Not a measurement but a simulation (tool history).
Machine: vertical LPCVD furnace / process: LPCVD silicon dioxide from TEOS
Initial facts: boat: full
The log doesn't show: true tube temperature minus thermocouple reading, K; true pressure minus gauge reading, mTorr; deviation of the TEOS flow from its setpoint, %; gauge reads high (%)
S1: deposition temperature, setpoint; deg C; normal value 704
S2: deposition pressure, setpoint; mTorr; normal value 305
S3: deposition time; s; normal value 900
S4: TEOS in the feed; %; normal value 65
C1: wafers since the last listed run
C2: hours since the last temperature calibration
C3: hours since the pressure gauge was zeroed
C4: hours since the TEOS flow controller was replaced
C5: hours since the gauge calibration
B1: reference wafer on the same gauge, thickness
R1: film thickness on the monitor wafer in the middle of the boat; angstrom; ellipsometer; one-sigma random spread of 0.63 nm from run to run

| run | day | S1 | S2 | S3 | S4 | C1 | C2 | C3 | C4 | C5 | B1 | R1 |
|---|---|---|---|---|---|---|---|---|---|---|---|---|
| 1 | 0 | 704 | 305 | 900 | 65 | 0 | 89.6 | 2766.4 | 2899.7 | 1923.5 | 93.28 | 1135.7 |
| 2 | 4.333 | 704 | 290 | 900 | 70 | 1935 | 193.6 | 2870.4 | 3003.7 | 2027.5 | 93.1 | 1141.9 |
|  | 7.438 | TEOS flow controller replaced |
| 3 | 7.762 | 704 | 305 | 900 | 65 | 1084 | 275.9 | 2952.7 | 7.8 | 2109.8 | 93.32 | 1131.1 |
| 4 | 9.725 | 711 | 305 | 900 | 65 | 876 | 323 | 2999.8 | 54.9 | 2156.9 | 93.12 | 1335.6 |
| 5 | 12.371 | 701 | 305 | 900 | 65 | 1181 | 386.5 | 3063.3 | 118.4 | 2220.4 | 92.95 | 1050.6 |
|  | 15.179 | pressure gauge zeroed |
| 6 | 15.2 | 701 | 305 | 900 | 65 | 816 | 454.4 | 0.5 | 186.3 | 2288.3 | 93 | 1046.7 |
| 7 | 16.346 | 701 | 305 | 900 | 65 | 511 | 481.9 | 28 | 213.8 | 2315.8 | 92.69 | 1048 |
| 8 | 17.967 | 704 | 305 | 780 | 65 | 723 | 520.8 | 66.9 | 252.7 | 2354.7 | 92.7 | 970.3 |
| 9 | 20.638 | 704 | 245 | 570 | 65 | 1192 | 584.9 | 131 | 316.8 | 2418.8 | 92.6 | 638.2 |
| 10 | 22.417 | 704 | 375 | 900 | 65 | 794 | 627.6 | 173.7 | 359.5 | 2461.5 | 92.55 | 1247.7 |
| 11 | 25.771 | 704 | 305 | 750 | 65 | 1497 | 708.1 | 254.2 | 440 | 2542 | 92.23 | 936.5 |
| 12 | 30.1 | 692 | 360 | 1080 | 65 | 1933 | 812 | 358.1 | 543.9 | 2645.9 | 91.98 | 1088 |
| 13 | 34.588 | 707 | 305 | 900 | 65 | 2003 | 919.7 | 465.8 | 651.6 | 2753.6 | 91.7 | 1185.1 |
|  | 37.521 | gauge calibrated |
| 14 | 42.467 | 696 | 305 | 900 | 76 | 3518 | 1108.8 | 654.9 | 840.7 | 118.7 | 94.85 | 1023.3 |
| 15 | 44.533 | 704 | 245 | 900 | 65 | 922 | 1158.4 | 704.5 | 890.3 | 168.3 | 94.75 | 1036.4 |
| 16 | 47.196 | 701 | 305 | 900 | 65 | 1188 | 1222.3 | 768.4 | 954.2 | 232.2 | 94.82 | 1066 |
| 17 | 49.712 | 692 | 370 | 720 | 75 | 1123 | 1282.7 | 828.8 | 1014.6 | 292.6 | 94.81 | 828.5 |
| 18 | 52.846 | 692 | 345 | 1080 | 65 | 1399 | 1357.9 | 904 | 1089.8 | 367.8 | 94.59 | 1100.7 |
| 19 | 56.883 | 697 | 305 | 900 | 65 | 1802 | 1454.8 | 1000.9 | 1186.7 | 464.7 | 94.78 | 973.2 |
| 20 | 59.6 | 704 | 305 | 900 | 65 | 1213 | 1520 | 1066.1 | 1251.9 | 529.9 | 94.47 | 1145 |
| 21 | 61.333 | 704 | 285 | 1170 | 65 | 774 | 1561.6 | 1107.7 | 1293.5 | 571.5 | 94.7 | 1439.7 |
| 22 | 62.838 | 704 | 355 | 1140 | 65 | 671 | 1597.7 | 1143.8 | 1329.6 | 607.6 | 94.77 | 1564.1 |
| 23 | 66.904 | 714 | 260 | 570 | 65 | 1815 | 1695.3 | 1241.4 | 1427.2 | 705.2 | 94.54 | 839.7 |
| 24 | 70.667 | 704 | 305 | 900 | 54 | 1680 | 1785.6 | 1331.7 | 1517.5 | 795.5 | 94.67 | 1043.6 |
| 25 | 74.125 | 704 | 305 | 900 | 65 | 1544 | 1868.6 | 1414.7 | 1600.5 | 878.5 | 94.33 | 1142.7 |
| 26 | 76.221 | 698 | 305 | 1050 | 77 | 935 | 1918.9 | 1465 | 1650.8 | 928.8 | 94.42 | 1262.2 |
| 27 | 79.888 | 701 | 305 | 900 | 65 | 1637 | 2006.9 | 1553 | 1738.8 | 1016.8 | 94.41 | 1064.7 |
| 28 | 83.042 | 711 | 380 | 780 | 65 | 1408 | 2082.6 | 1628.7 | 1814.5 | 1092.5 | 94.22 | 1303.2 |
| 29 | 87.121 | 712 | 305 | 600 | 56 | 1821 | 2180.5 | 1726.6 | 1912.4 | 1190.4 | 94.3 | 853.3 |
| 30 | 88.842 | 710 | 250 | 1020 | 55 | 768 | 2221.8 | 1767.9 | 1953.7 | 1231.7 | 94.05 | 1239.5 |

Selected run-to-run steps in R1, each split into two signed amounts: the part the tool would show with no hidden state at all (from settings, incoming material and random variation), and the remainder, which goes to the hidden state together with any gauge scatter not common to the measured and the hidden-state-free results:
Run 8 -> 9: S2 305 -> 245, S3 780 -> 570. R1 -332.1 angstrom: hidden state +7.6, all else -339.7.
Run 9 -> 10: S2 245 -> 375, S3 570 -> 900. R1 +609.5 angstrom: hidden state -17.6, all else +627.1.
Run 13 -> 14: S1 707 -> 696, S4 65 -> 76, gauge calibrated. R1 -161.8 angstrom: hidden state +39.1, all else -200.9.
Run 22 -> 23: S1 704 -> 714, S2 355 -> 260, S3 1140 -> 570. R1 -724.4 angstrom: hidden state +2.1, all else -726.5.
Run 28 -> 29: S1 711 -> 712, S2 380 -> 305, S3 780 -> 600, S4 65 -> 56. R1 -449.9 angstrom: hidden state +2.3, all else -452.2.

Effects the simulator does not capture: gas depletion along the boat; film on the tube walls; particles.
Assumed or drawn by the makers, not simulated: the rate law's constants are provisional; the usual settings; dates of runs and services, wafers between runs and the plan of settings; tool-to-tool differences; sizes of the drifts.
